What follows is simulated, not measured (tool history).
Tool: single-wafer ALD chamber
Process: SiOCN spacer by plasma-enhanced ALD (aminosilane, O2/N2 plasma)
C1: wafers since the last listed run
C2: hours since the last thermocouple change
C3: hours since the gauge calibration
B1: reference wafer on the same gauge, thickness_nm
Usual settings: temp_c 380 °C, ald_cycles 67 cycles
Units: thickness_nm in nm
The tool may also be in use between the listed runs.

run 1 day=0.000 | temp_c=375 ald_cycles=63 | C1=0 C2=502.3 C3=360.8 | B1=3.790 | thickness_nm=3.610
run 2 day=0.829 | temp_c=375 ald_cycles=63 | C1=69 C2=522.2 C3=380.7 | B1=3.791 | thickness_nm=3.625
run 3 day=1.829 | temp_c=390 ald_cycles=56 | C1=83 C2=546.2 C3=404.7 | B1=3.790 | thickness_nm=3.222
run 4 day=2.746 | temp_c=390 ald_cycles=56 | C1=76 C2=568.2 C3=426.7 | B1=3.792 | thickness_nm=3.222
run 5 day=3.258 | temp_c=390 ald_cycles=56 | C1=42 C2=580.5 C3=439.0 | B1=3.790 | thickness_nm=3.210
run 6 day=4.167 | temp_c=371 ald_cycles=64 | C1=75 C2=602.3 C3=460.8 | B1=3.790 | thickness_nm=3.675
run 7 day=4.988 | temp_c=380 ald_cycles=67 | C1=68 C2=622.0 C3=480.5 | B1=3.791 | thickness_nm=3.860
run 8 day=5.996 | temp_c=380 ald_cycles=67 | C1=84 C2=646.2 C3=504.7 | B1=3.792 | thickness_nm=3.851
run 9 day=6.629 | temp_c=380 ald_cycles=67 | C1=52 C2=661.4 C3=519.9 | B1=3.791 | thickness_nm=3.843
run 10 day=7.767 | temp_c=380 ald_cycles=71 | C1=94 C2=688.7 C3=547.2 | B1=3.793 | thickness_nm=4.057
run 11 day=8.492 | temp_c=380 ald_cycles=71 | C1=60 C2=706.1 C3=564.6 | B1=3.788 | thickness_nm=4.063
run 12 day=9.821 | temp_c=380 ald_cycles=67 | C1=110 C2=738.0 C3=596.5 | B1=3.789 | thickness_nm=3.857
run 13 day=10.783 | temp_c=380 ald_cycles=67 | C1=80 C2=761.1 C3=619.6 | B1=3.786 | thickness_nm=3.827
run 14 day=12.146 | temp_c=380 ald_cycles=67 | C1=113 C2=793.8 C3=652.3 | B1=3.795 | thickness_nm=3.834
run 15 day=12.804 | temp_c=373 ald_cycles=71 | C1=54 C2=809.6 C3=668.1 | B1=3.791 | thickness_nm=4.081
run 16 day=13.925 | temp_c=380 ald_cycles=67 | C1=93 C2=836.5 C3=695.0 | B1=3.792 | thickness_nm=3.832
run 17 day=14.558 | temp_c=366 ald_cycles=72 | C1=52 C2=851.7 C3=710.2 | B1=3.789 | thickness_nm=4.129
run 18 day=15.475 | temp_c=389 ald_cycles=62 | C1=76 C2=873.7 C3=732.2 | B1=3.785 | thickness_nm=3.544
run 19 day=16.100 | temp_c=369 ald_cycles=67 | C1=52 C2=888.7 C3=747.2 | B1=3.790 | thickness_nm=3.846
run 20 day=16.617 | temp_c=366 ald_cycles=61 | C1=43 C2=901.1 C3=759.6 | B1=3.789 | thickness_nm=3.498
-- day=17.246 thermocouple changed; heater temperature recalibrated
-- day=18.333 gauge calibrated
run 21 day=19.850 | temp_c=372 ald_cycles=67 | C1=241 C2=62.5 C3=36.4 | B1=3.791 | thickness_nm=3.830
run 22 day=20.833 | temp_c=380 ald_cycles=67 | C1=82 C2=86.1 C3=60.0 | B1=3.791 | thickness_nm=3.847

Forecast run 23:
run 23 day=21.646 | temp_c=380 ald_cycles=67 | C1=67 C2=105.6 C3=79.5 | B1=? | thickness_nm=?

{"run 23": {"B1": 3.79, "thickness_nm": 3.841}}
Without the tool's hidden state the same run would have given thickness_nm 3.841 nm.
